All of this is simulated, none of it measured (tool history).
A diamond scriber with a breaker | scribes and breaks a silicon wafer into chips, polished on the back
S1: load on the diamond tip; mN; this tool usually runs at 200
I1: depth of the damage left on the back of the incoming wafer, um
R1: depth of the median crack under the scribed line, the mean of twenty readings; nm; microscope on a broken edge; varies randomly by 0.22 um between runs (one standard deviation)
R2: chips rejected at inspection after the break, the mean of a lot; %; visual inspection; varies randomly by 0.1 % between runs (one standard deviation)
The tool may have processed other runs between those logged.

Run 1, hour 0: usual settings but S1 224 mN; I1 0.01. Result: R1 13420 nm, R2 1.52 %.
Run 2, hour 7.7: usual settings; I1 0.04. Result: R1 12160 nm, R2 1.47 %.
Run 3, hour 14.7: usual settings but S1 178 mN; I1 0.05. Result: R1 9990 nm, R2 5.81 %.
Run 4, hour 68.5: usual settings; I1 0.02. Result: R1 11590 nm, R2 2.21 %.
Run 5, hour 79.8: usual settings; I1 0.02. Result: R1 11530 nm, R2 2.23 %.
Run 6, hour 95.1: usual settings; I1 0.01. Result: R1 10900 nm, R2 2.78 %.
Run 7, hour 110.2: usual settings; I1 0.04. Result: R1 11110 nm, R2 2.56 %.
Run 8, hour 124.7: usual settings but S1 230 mN; I1 0.02. Result: R1 12900 nm, R2 1.62 %.
Run 9, hour 137: usual settings but S1 215 mN; I1 0.04. Result: R1 11790 nm, R2 1.66 %.
Run 10, hour 153.1: usual settings but S1 215 mN; I1 0.02. Result: R1 11730 nm, R2 1.77 %.
Run 11, hour 161.5: usual settings but S1 215 mN; I1 0.05. Result: R1 11470 nm, R2 1.91 %.
Run 12, hour 169.7: usual settings but S1 227 mN; I1 0.01. Result: R1 12150 nm, R2 1.6 %.
Run 13, hour 176.5: usual settings but S1 227 mN; I1 0.02. Result: R1 12770 nm, R2 1.24 %.
Run 14, hour 188.2: usual settings but S1 177 mN; I1 0.04. Result: R1 9070 nm, R2 10.2 %.
At hour 195.6: load on the tip recalibrated.
Run 15, hour 201.2: usual settings but S1 149 mN; I1 0.03. Result: R1 8540 nm, R2 14.65 %.
Run 16, hour 213.4: usual settings but S1 149 mN; I1 0.04. Result: R1 8610 nm, R2 16.62 %.
At hour 229.7: diamond tip replaced by a new one.
Run 17, hour 230.2: usual settings but S1 149 mN; I1 0.04. Result: R1 8280 nm, R2 14.09 %.
Run 18, hour 241.5: usual settings but S1 166 mN; I1 0.03. Result: R1 10040 nm, R2 6.89 %.
Run 19, hour 257.3: usual settings but S1 219 mN; I1 0.02. Result: R1 13390 nm, R2 1.85 %.
Run 20, hour 267.1: usual settings; I1 0.02. Result: R1 12280 nm, R2 1.33 %.
Run 21, hour 284.6: usual settings but S1 160 mN; I1 0.02. Result: R1 9120 nm, R2 9.72 %.
Run 22, hour 291.6: usual settings but S1 154 mN; I1 0.05. Result: R1 8880 nm, R2 11.6 %.
Run 23, hour 306.6: usual settings but S1 232 mN; I1 0.04. Result: R1 14180 nm, R2 3.04 %.
Run 24, hour 315: usual settings but S1 224 mN; I1 0.02. Result: R1 13620 nm, R2 2.11 %.
Run 25, hour 326.8: usual settings but S1 258 mN; I1 0.03. Result: R1 15580 nm, R2 5.68 %.
Run 26, hour 333.7: usual settings but S1 256 mN; I1 0.01. Result: R1 15620 nm, R2 5.7 %.
Run 27, hour 346: usual settings but S1 164 mN; I1 0.03. Result: R1 9510 nm, R2 7.44 %.

Predict each of these 4 candidate next runs independently; none follows another, all start after run 27:
Run A, hour 346.7: usual settings but S1 175 mN; I1 0.03. Result: R1 ?, R2 ?.
Run B, hour 346.7: usual settings but S1 226 mN; I1 0.03. Result: R1 ?, R2 ?.
Run C, hour 346.7: usual settings but S1 174 mN; I1 0.03. Result: R1 ?, R2 ?.
Run D, hour 346.7: usual settings but S1 156 mN; I1 0.03. Result: R1 ?, R2 ?.

run     R1     R2
  A  10270   4.81
  B  13760   2.09
  C  10200   5.06
  D   8820  11.74
The same runs, with their run-to-run variation unchanged, on a tool lacking any hidden condition would have given:
run     R1    R2
  A  10700  3.56
  B  14330  2.89
  C  10620  3.76
  D   9180  9.59
